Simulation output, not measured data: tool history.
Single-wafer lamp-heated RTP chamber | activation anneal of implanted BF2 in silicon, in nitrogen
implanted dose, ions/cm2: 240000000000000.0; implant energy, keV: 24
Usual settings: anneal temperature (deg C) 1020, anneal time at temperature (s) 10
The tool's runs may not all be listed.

run    hour  anneal temperature (deg C)  anneal time at temperature (s)  read-back reference wafer on the same gauge, sheet resistance  sheet resistance of the implanted and annealed layer (ohm/square)
  1     0.0                        1020                              10                                                         423.01                                                             500.19
       83.1  -- reflector plate cleaned
  2   223.1                        1001                              10                                                         424.70                                                             503.07
  3   296.9                        1020                              10                                                         425.44                                                             502.06
      310.1  -- pyrometer window cleaned and pyrometer calibrated
  4   397.6                        1020                              10                                                         426.92                                                             499.93
  5   493.8                        1020                              10                                                         427.70                                                             507.33
  6   593.5                        1020                               5                                                         428.83                                                             505.83
  7   701.0                        1020                               5                                                         429.52                                                             510.04
  8   806.3                        1020                              10                                                         430.86                                                             509.01
  9   843.6                        1020                              10                                                         430.47                                                             512.73
 10   883.8                        1020                              14                                                         431.00                                                             503.62
      904.9  -- reflector plate cleaned
     1034.3  -- pyrometer window cleaned and pyrometer calibrated
 11  1199.3                        1020                              14                                                         433.38                                                             513.24
 12  1285.6                        1020                              10                                                         436.01                                                             515.76
 13  1369.8                        1020                              10                                                         436.14                                                             519.47
 14  1466.3                        1032                               5                                                         436.89                                                             522.69
 15  1544.5                        1008                               5                                                         437.77                                                             519.89
     1573.6  -- gauge calibrated
     1605.5  -- reflector plate cleaned
 16  1606.0                        1010                              14                                                         411.15                                                             486.39
 17  1638.0                        1020                              10                                                         411.22                                                             490.49
 18  1723.2                        1003                              10                                                         412.61                                                             488.47
 19  1775.9                        1044                               7                                                         412.41                                                             489.78
     1812.2  -- pyrometer window cleaned and pyrometer calibrated
 20  1845.9                        1047                              10                                                         413.80                                                             494.08
 21  1939.7                        1020                              10                                                         414.25                                                             491.10
 22  2033.1                        1045                              15                                                         416.50                                                             487.90
 23  2105.6                        1020                              10                                                         416.42                                                             491.12
 24  2156.0                        1020                              10                                                         416.02                                                             491.51
 25  2243.7                        1032                              13                                                         417.21                                                             491.09
 26  2290.2                        1039                               8                                                         418.01                                                             493.74
 27  2354.9                         991                              16                                                         418.82                                                             496.42
 28  2450.9                        1008                              10                                                         419.91                                                             494.75
     2476.3  -- reflector plate cleaned
 29  2498.1                        1032                              13                                                         419.86                                                             498.12
 30  2571.8                         991                               4                                                         420.85                                                             504.71
 31  2663.2                        1020                              10                                                         422.19                                                             495.99
     2690.0  -- pyrometer window cleaned and pyrometer calibrated
 32  2769.7                        1045                              13                                                         422.89                                                             497.37
 33  2860.4                         996                              16                                                         424.58                                                             497.78
 34  2935.0                        1049                              15                                                         423.98                                                             496.70
 35  3004.2                         993                              14                                                         424.32                                                             506.49
 36  3067.1                        1020                              10                                                         425.02                                                             503.11
 37  3166.4                        1020                              10                                                         426.14                                                             503.22

Forecast each of these 3 alternatives for the next run:
  A  3166.8                        1020                              10                                                              ?                                                                  ?
  B  3166.8                         991                              10                                                              ?                                                                  ?
  C  3166.8                        1032                              10                                                              ?                                                                  ?

run  read-back reference wafer on the same gauge, sheet resistance  sheet resistance of the implanted and annealed layer (ohm/square)
  A                                                         426.57                                                             501.38
  B                                                         426.57                                                             503.21
  C                                                         426.57                                                             501.34
Without the tool's hidden state the same runs would have given:
run  sheet resistance of the implanted and annealed layer (ohm/square)
  A                                                             485.73
  B                                                             487.50
  C                                                             485.68
